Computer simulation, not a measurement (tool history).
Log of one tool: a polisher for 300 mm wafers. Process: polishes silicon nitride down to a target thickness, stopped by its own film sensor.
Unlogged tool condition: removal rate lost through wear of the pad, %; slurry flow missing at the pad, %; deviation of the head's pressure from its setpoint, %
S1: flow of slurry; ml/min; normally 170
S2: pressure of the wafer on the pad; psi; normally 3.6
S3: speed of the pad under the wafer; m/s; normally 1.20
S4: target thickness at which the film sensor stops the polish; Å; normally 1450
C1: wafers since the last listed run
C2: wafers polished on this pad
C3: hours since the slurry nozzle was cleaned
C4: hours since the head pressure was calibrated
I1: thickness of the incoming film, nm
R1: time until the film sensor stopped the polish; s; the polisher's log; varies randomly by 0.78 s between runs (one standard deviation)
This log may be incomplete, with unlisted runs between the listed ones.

{"run": 1, "hour": 0.0, "S1": 170, "S2": 4.3, "S3": 1.2, "S4": 1450, "C1": 0, "C2": 5298, "C3": 412.7, "C4": 113.7, "I1": 238.3, "R1": 39.8}
{"run": 2, "hour": 30.9, "S1": 200, "S2": 3.6, "S3": 1.4, "S4": 1450, "C1": 471, "C2": 5769, "C3": 443.6, "C4": 144.6, "I1": 245.5, "R1": 47.6}
{"hour": 73.0, "done": "worn pad replaced by a new one"}
{"run": 3, "hour": 81.8, "S1": 200, "S2": 3.6, "S3": 1.4, "S4": 1450, "C1": 715, "C2": 133, "C3": 494.5, "C4": 195.5, "I1": 239.2, "R1": 38.7}
{"run": 4, "hour": 109.9, "S1": 170, "S2": 3.6, "S3": 1.2, "S4": 1450, "C1": 428, "C2": 562, "C3": 522.6, "C4": 223.6, "I1": 245.2, "R1": 48.5}
{"run": 5, "hour": 142.5, "S1": 170, "S2": 3.6, "S3": 1.2, "S4": 1600, "C1": 497, "C2": 1059, "C3": 555.2, "C4": 256.2, "I1": 240.1, "R1": 37.6}
{"hour": 170.4, "done": "slurry nozzle cleaned"}
{"run": 6, "hour": 178.1, "S1": 170, "S2": 3.6, "S3": 1.2, "S4": 1600, "C1": 527, "C2": 1587, "C3": 7.7, "C4": 291.8, "I1": 238.1, "R1": 37.1}
{"run": 7, "hour": 206.3, "S1": 170, "S2": 3.6, "S3": 1.2, "S4": 1600, "C1": 429, "C2": 2017, "C3": 35.9, "C4": 320.0, "I1": 241.7, "R1": 39.5}
{"run": 8, "hour": 249.8, "S1": 170, "S2": 3.6, "S3": 1.42, "S4": 1450, "C1": 663, "C2": 2680, "C3": 79.4, "C4": 363.5, "I1": 239.4, "R1": 40.4}
{"run": 9, "hour": 278.9, "S1": 170, "S2": 3.6, "S3": 1.42, "S4": 1450, "C1": 443, "C2": 3124, "C3": 108.5, "C4": 392.6, "I1": 241.7, "R1": 41.9}
{"run": 10, "hour": 315.1, "S1": 170, "S2": 3.6, "S3": 1.2, "S4": 1450, "C1": 551, "C2": 3676, "C3": 144.7, "C4": 428.8, "I1": 244.2, "R1": 47.8}
{"hour": 350.2, "done": "head pressure recalibrated"}
{"run": 11, "hour": 385.0, "S1": 170, "S2": 3.6, "S3": 1.2, "S4": 1450, "C1": 1035, "C2": 4711, "C3": 214.6, "C4": 34.8, "I1": 242.8, "R1": 49.1}
{"hour": 435.8, "done": "worn pad replaced by a new one"}
{"run": 12, "hour": 525.5, "S1": 170, "S2": 3.6, "S3": 1.2, "S4": 1450, "C1": 2081, "C2": 1367, "C3": 355.1, "C4": 175.3, "I1": 239.7, "R1": 46.7}
{"run": 13, "hour": 588.7, "S1": 170, "S2": 3.6, "S3": 1.2, "S4": 1450, "C1": 963, "C2": 2331, "C3": 418.3, "C4": 238.5, "I1": 241.7, "R1": 45.3}
{"run": 14, "hour": 635.6, "S1": 170, "S2": 3.6, "S3": 1.2, "S4": 1450, "C1": 715, "C2": 3046, "C3": 465.2, "C4": 285.4, "I1": 240.9, "R1": 46.7}
{"run": 15, "hour": 677.0, "S1": 170, "S2": 3.6, "S3": 1.2, "S4": 1450, "C1": 631, "C2": 3677, "C3": 506.6, "C4": 326.8, "I1": 240.6, "R1": 47.3}
{"run": 16, "hour": 747.3, "S1": 170, "S2": 3.6, "S3": 1.2, "S4": 1450, "C1": 1071, "C2": 4749, "C3": 576.9, "C4": 397.1, "I1": 239.0, "R1": 48.0}
{"hour": 778.6, "done": "head pressure recalibrated"}
{"hour": 824.6, "done": "worn pad replaced by a new one"}
{"hour": 866.4, "done": "slurry nozzle cleaned"}
{"run": 17, "hour": 941.7, "S1": 170, "S2": 3.6, "S3": 1.2, "S4": 1450, "C1": 2857, "C2": 1770, "C3": 75.3, "C4": 163.1, "I1": 238.6, "R1": 44.3}
{"run": 18, "hour": 994.7, "S1": 170, "S2": 3.6, "S3": 1.2, "S4": 1450, "C1": 808, "C2": 2578, "C3": 128.3, "C4": 216.1, "I1": 240.7, "R1": 46.0}
{"hour": 1183.6, "done": "worn pad replaced by a new one"}
{"run": 19, "hour": 1185.0, "S1": 205, "S2": 2.4, "S3": 1.2, "S4": 1570, "C1": 2840, "C2": 21, "C3": 318.6, "C4": 406.4, "I1": 243.4, "R1": 61.4}
{"run": 20, "hour": 1228.4, "S1": 170, "S2": 3.6, "S3": 1.2, "S4": 1450, "C1": 661, "C2": 683, "C3": 362.0, "C4": 449.8, "I1": 242.3, "R1": 46.7}
{"hour": 1252.0, "done": "head pressure recalibrated"}
{"run": 21, "hour": 1258.0, "S1": 170, "S2": 4.9, "S3": 1.42, "S4": 1450, "C1": 420, "C2": 1104, "C3": 391.6, "C4": 6.0, "I1": 238.7, "R1": 29.2}
{"run": 22, "hour": 1314.3, "S1": 125, "S2": 4.9, "S3": 0.9, "S4": 1730, "C1": 858, "C2": 1962, "C3": 447.9, "C4": 62.3, "I1": 239.3, "R1": 31.3}
{"run": 23, "hour": 1367.7, "S1": 205, "S2": 4.3, "S3": 1.32, "S4": 1600, "C1": 814, "C2": 2776, "C3": 501.3, "C4": 115.7, "I1": 241.0, "R1": 29.2}
{"run": 24, "hour": 1394.8, "S1": 170, "S2": 4.8, "S3": 1.2, "S4": 1730, "C1": 413, "C2": 3190, "C3": 528.4, "C4": 142.8, "I1": 240.0, "R1": 25.7}
{"hour": 1443.2, "done": "slurry nozzle cleaned"}
{"run": 25, "hour": 1485.0, "S1": 190, "S2": 3.6, "S3": 1.2, "S4": 1450, "C1": 1360, "C2": 4550, "C3": 41.8, "C4": 233.0, "I1": 241.0, "R1": 48.3}
{"run": 26, "hour": 1550.1, "S1": 220, "S2": 3.6, "S3": 1.2, "S4": 1650, "C1": 992, "C2": 5542, "C3": 106.9, "C4": 298.1, "I1": 240.6, "R1": 39.3}
{"hour": 1599.1, "done": "worn pad replaced by a new one"}
{"run": 27, "hour": 1620.9, "S1": 170, "S2": 3.6, "S3": 1.04, "S4": 1600, "C1": 1018, "C2": 332, "C3": 177.7, "C4": 368.9, "I1": 242.4, "R1": 43.4}
{"run": 28, "hour": 1650.4, "S1": 215, "S2": 4.5, "S3": 1.2, "S4": 1610, "C1": 449, "C2": 782, "C3": 207.2, "C4": 398.4, "I1": 240.8, "R1": 30.1}
{"hour": 1688.1, "done": "head pressure recalibrated"}
{"run": 29, "hour": 1718.8, "S1": 170, "S2": 4.2, "S3": 1.44, "S4": 1580, "C1": 1012, "C2": 1794, "C3": 275.6, "C4": 30.7, "I1": 236.3, "R1": 27.8}
{"run": 30, "hour": 1772.5, "S1": 170, "S2": 2.4, "S3": 1.4, "S4": 1630, "C1": 818, "C2": 2613, "C3": 329.3, "C4": 84.4, "I1": 239.1, "R1": 48.1}
{"run": 31, "hour": 1807.6, "S1": 170, "S2": 3.6, "S3": 1.2, "S4": 1450, "C1": 535, "C2": 3148, "C3": 364.4, "C4": 119.5, "I1": 241.5, "R1": 46.7}
{"run": 32, "hour": 1865.8, "S1": 170, "S2": 3.6, "S3": 1.42, "S4": 1450, "C1": 887, "C2": 4035, "C3": 422.6, "C4": 177.7, "I1": 239.7, "R1": 41.3}
{"run": 33, "hour": 1944.4, "S1": 170, "S2": 3.6, "S3": 1.2, "S4": 1450, "C1": 1198, "C2": 5234, "C3": 501.2, "C4": 256.3, "I1": 237.2, "R1": 47.2}
{"hour": 1984.2, "done": "worn pad replaced by a new one"}
{"run": 34, "hour": 1997.0, "S1": 150, "S2": 4.4, "S3": 1.06, "S4": 1120, "C1": 741, "C2": 194, "C3": 553.8, "C4": 308.9, "I1": 236.9, "R1": 52.9}
{"hour": 2016.0, "done": "slurry nozzle cleaned"}
{"run": 35, "hour": 2041.1, "S1": 225, "S2": 2.5, "S3": 1.48, "S4": 1370, "C1": 657, "C2": 851, "C3": 25.1, "C4": 353.0, "I1": 239.4, "R1": 59.3}
{"run": 36, "hour": 2065.7, "S1": 205, "S2": 3.6, "S3": 0.9, "S4": 1230, "C1": 375, "C2": 1226, "C3": 49.7, "C4": 377.6, "I1": 238.8, "R1": 67.8}

Branching from run 36: 4 alternative next runs. What would each branch give?
{"run": "A", "hour": 2066.1, "S1": 170, "S2": 3.6, "S3": 1.2, "S4": 1200, "C1": 6, "C2": 1233, "C3": 50.1, "C4": 378.0, "I1": 240.3, "R1": "?"}
{"run": "B", "hour": 2066.1, "S1": 150, "S2": 4.8, "S3": 1.04, "S4": 1450, "C1": 6, "C2": 1233, "C3": 50.1, "C4": 378.0, "I1": 240.3, "R1": "?"}
{"run": "C", "hour": 2066.1, "S1": 155, "S2": 3.2, "S3": 0.84, "S4": 1150, "C1": 6, "C2": 1233, "C3": 50.1, "C4": 378.0, "I1": 240.3, "R1": "?"}
{"run": "D", "hour": 2066.1, "S1": 225, "S2": 2.7, "S3": 0.84, "S4": 1260, "C1": 6, "C2": 1233, "C3": 50.1, "C4": 378.0, "I1": 240.3, "R1": "?"}

run=A R1=55.8
run=B R1=37.5
run=C R1=84.8
run=D R1=86.6
With no hidden state in the tool, these same runs would have given:
run=A R1=55.1
run=B R1=37.0
run=C R1=83.7
run=D R1=85.5

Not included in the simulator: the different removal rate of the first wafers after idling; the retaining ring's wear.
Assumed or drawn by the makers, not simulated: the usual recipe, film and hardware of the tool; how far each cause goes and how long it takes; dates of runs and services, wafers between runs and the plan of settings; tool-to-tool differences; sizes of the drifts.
